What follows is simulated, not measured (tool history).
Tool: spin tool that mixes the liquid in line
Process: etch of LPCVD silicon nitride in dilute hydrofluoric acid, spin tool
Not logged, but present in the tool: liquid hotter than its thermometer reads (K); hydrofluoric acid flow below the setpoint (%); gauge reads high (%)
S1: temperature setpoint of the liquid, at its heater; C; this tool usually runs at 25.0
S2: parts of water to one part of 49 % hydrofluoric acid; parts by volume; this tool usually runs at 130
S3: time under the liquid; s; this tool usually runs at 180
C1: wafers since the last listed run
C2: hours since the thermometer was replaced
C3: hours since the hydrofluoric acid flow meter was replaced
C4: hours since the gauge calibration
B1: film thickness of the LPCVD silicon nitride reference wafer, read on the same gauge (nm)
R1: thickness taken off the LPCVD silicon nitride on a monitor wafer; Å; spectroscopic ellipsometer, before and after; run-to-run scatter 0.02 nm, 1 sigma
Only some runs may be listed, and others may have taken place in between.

run     day    S1   S2   S3   C1      C2      C3     C4       B1     R1
  1   0.000  25.0  130  110    0  1301.2  1418.1   37.7  140.004   4.95
  2   0.662  29.0  130  180  115  1317.1  1434.0   53.6  140.000  10.31
  3   1.033  25.0  130  180   64  1326.0  1442.9   62.5  140.015   7.68
  4   1.462  25.0  130  180   74  1336.3  1453.2   72.8  140.026   8.19
  5   1.879  25.0  130  180   72  1346.3  1463.2   82.8  140.004   7.95
  6   2.267  25.0  130  180   67  1355.6  1472.5   92.1  140.027   8.11
  7   2.992  25.0  130  180  126  1373.0  1489.9  109.5  139.986   7.99
  8   3.721  25.0  130  180  127  1390.5  1507.4  127.0  140.045   7.85
      3.804  -- thermometer replaced
  9   3.983  25.0  130  180   38     4.3  1513.7  133.3  140.017   8.41
 10   4.267  25.0  130  180   49    11.1  1520.5  140.1  139.968   8.24
 11   4.612  25.0  130  180   60    19.4  1528.8  148.4  140.010   8.17
 12   4.900  25.0  130  180   50    26.3  1535.7  155.3  139.980   8.20
 13   5.188  25.0  130  180   50    33.2  1542.6  162.2  140.025   7.84
 14   5.846  25.0  130  180  115    49.0  1558.4  178.0  140.018   8.18
 15   6.504  21.5  130  180  115    64.8  1574.2  193.8  139.969   6.21
 16   7.088  28.0  130  180  101    78.8  1588.2  207.8  140.005   9.84
 17   7.762  25.0  130  230  117    95.0  1604.4  224.0  139.980  10.81
 18   8.325  25.0  130  180   98   108.5  1617.9  237.5  139.998   7.98
      8.550  -- gauge calibrated
 19   8.779  25.0  175   90   79   119.4  1628.8    5.5  139.999   3.14
 20   9.033  25.0   75  270   44   125.5  1634.9   11.6  140.030  21.40
 21   9.371  30.0  130   95   58   133.6  1643.0   19.7  140.009   6.06
 22   9.821  23.5  130  180   78   144.4  1653.8   30.5  139.977   7.35
     10.400  -- hydrofluoric acid flow meter replaced
 23  10.421  25.0  180  180   97   158.8     0.5   44.9  140.036   5.96
 24  10.725  25.0  130  180   53   166.1     7.8   52.2  140.018   8.45
 25  11.112  27.5  150  225   67   175.4    17.1   61.5  140.019  10.08
 26  11.662  20.5  165   75   96   188.6    30.3   74.7  139.984   1.98
 27  12.100  25.0  190   70   76   199.1    40.8   85.2  140.017   2.15
 28  12.608  23.0  180  110   88   211.3    53.0   97.4  139.969   3.28
 29  13.121  21.5  155  245   89   223.6    65.3  109.7  139.987   7.45
 30  13.433  25.0  130  100   54   231.1    72.8  117.2  139.977   4.57
 31  13.812  29.0  130  285   66   240.2    81.9  126.3  139.983  16.41
 32  14.442  25.0  130  180  109   255.3    97.0  141.4  140.023   8.04
 33  14.917  25.0  130  280   82   266.7   108.4  152.8  139.982  12.81

Branching from run 33: 4 alternative next runs. What would each branch give?
  A  14.938  25.0  130   90   3  267.2  108.9  153.3   ?   ?
  B  14.938  25.0  130  150   3  267.2  108.9  153.3   ?   ?
  C  14.938  25.0  110  210   3  267.2  108.9  153.3   ?   ?
  D  14.938  25.0  145  145   3  267.2  108.9  153.3   ?   ?

run       B1     R1
  A  140.006   4.08
  B  140.006   6.80
  C  140.006  11.23
  D  140.006   5.90
Had the tool no hidden state, the same runs would have come out as:
run     R1
  A   4.08
  B   6.80
  C  11.23
  D   5.90
